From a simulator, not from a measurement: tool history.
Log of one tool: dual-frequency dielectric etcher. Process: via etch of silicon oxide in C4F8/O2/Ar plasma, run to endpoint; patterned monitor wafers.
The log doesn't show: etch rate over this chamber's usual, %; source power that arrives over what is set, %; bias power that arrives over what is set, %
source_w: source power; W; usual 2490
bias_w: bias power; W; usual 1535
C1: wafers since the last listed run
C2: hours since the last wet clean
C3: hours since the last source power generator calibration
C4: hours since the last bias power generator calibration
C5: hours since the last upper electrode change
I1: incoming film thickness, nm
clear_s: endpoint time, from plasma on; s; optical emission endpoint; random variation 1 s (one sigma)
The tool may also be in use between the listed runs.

run 1 hour=0 | source_w=2290 bias_w=1535 | C1=0 C2=5.7 C3=4366.8 C4=2975.2 C5=3828.8 | I1=882 | clear_s=170.5
run 2 hour=53.4 | source_w=2290 bias_w=1535 | C1=423 C2=59.1 C3=4420.2 C4=3028.6 C5=3882.2 | I1=878.8 | clear_s=168.4
run 3 hour=88.6 | source_w=2490 bias_w=1535 | C1=278 C2=94.3 C3=4455.4 C4=3063.8 C5=3917.4 | I1=872.3 | clear_s=162.4
run 4 hour=225.8 | source_w=2490 bias_w=1535 | C1=1087 C2=231.5 C3=4592.6 C4=3201 C5=4054.6 | I1=886.3 | clear_s=162.7
run 5 hour=261.3 | source_w=2490 bias_w=1535 | C1=281 C2=267 C3=4628.1 C4=3236.5 C5=4090.1 | I1=884.4 | clear_s=161.9
run 6 hour=317 | source_w=2490 bias_w=1535 | C1=441 C2=322.7 C3=4683.8 C4=3292.2 C5=4145.8 | I1=879.1 | clear_s=164
-- hour=419.7 wet clean of the chamber
run 7 hour=420.2 | source_w=2490 bias_w=1535 | C1=627 C2=0.5 C3=4787 C4=3395.4 C5=4249 | I1=875.6 | clear_s=162.4
run 8 hour=462.1 | source_w=2490 bias_w=1535 | C1=332 C2=42.4 C3=4828.9 C4=3437.3 C5=4290.9 | I1=887.8 | clear_s=164.1
run 9 hour=492.1 | source_w=2000 bias_w=1619 | C1=237 C2=72.4 C3=4858.9 C4=3467.3 C5=4320.9 | I1=880.6 | clear_s=178.7
-- hour=561.1 upper electrode replaced
run 10 hour=561.6 | source_w=2000 bias_w=1619 | C1=360 C2=141.9 C3=4928.4 C4=3536.8 C5=0.5 | I1=880.9 | clear_s=177.1
run 11 hour=604.1 | source_w=2000 bias_w=1619 | C1=336 C2=184.4 C3=4970.9 C4=3579.3 C5=43 | I1=883.3 | clear_s=177.4
run 12 hour=668.7 | source_w=2490 bias_w=1535 | C1=511 C2=249 C3=5035.5 C4=3643.9 C5=107.6 | I1=888.3 | clear_s=163
run 13 hour=721.3 | source_w=2060 bias_w=1826 | C1=416 C2=301.6 C3=5088.1 C4=3696.5 C5=160.2 | I1=880.1 | clear_s=169.4
run 14 hour=751.7 | source_w=2490 bias_w=1535 | C1=240 C2=332 C3=5118.5 C4=3726.9 C5=190.6 | I1=869.6 | clear_s=160.9
-- hour=795.3 source power generator calibrated
run 15 hour=795.8 | source_w=2490 bias_w=1697 | C1=317 C2=376.1 C3=0.5 C4=3771 C5=234.7 | I1=877.2 | clear_s=158.5
-- hour=845.3 bias power generator calibrated
run 16 hour=856 | source_w=1880 bias_w=1334 | C1=445 C2=436.3 C3=60.7 C4=10.7 C5=294.9 | I1=868.4 | clear_s=192.8
-- hour=909.2 wet clean of the chamber
run 17 hour=925.7 | source_w=2010 bias_w=1735 | C1=362 C2=16.5 C3=130.4 C4=80.4 C5=364.6 | I1=880.8 | clear_s=175.3
run 18 hour=954.5 | source_w=1980 bias_w=1424 | C1=228 C2=45.3 C3=159.2 C4=109.2 C5=393.4 | I1=885.6 | clear_s=185.8
run 19 hour=1007.8 | source_w=2000 bias_w=1694 | C1=422 C2=98.6 C3=212.5 C4=162.5 C5=446.7 | I1=891.4 | clear_s=178.7

The next listed run, before its measurement:
run 20 hour=1034.4 | source_w=2890 bias_w=1169 | C1=210 C2=125.2 C3=239.1 C4=189.1 C5=473.3 | I1=876.3 | clear_s=?

Run 20 gave clear_s 162.2 s.
Without the tool's hidden state the same run would have given clear_s 162.2 s.
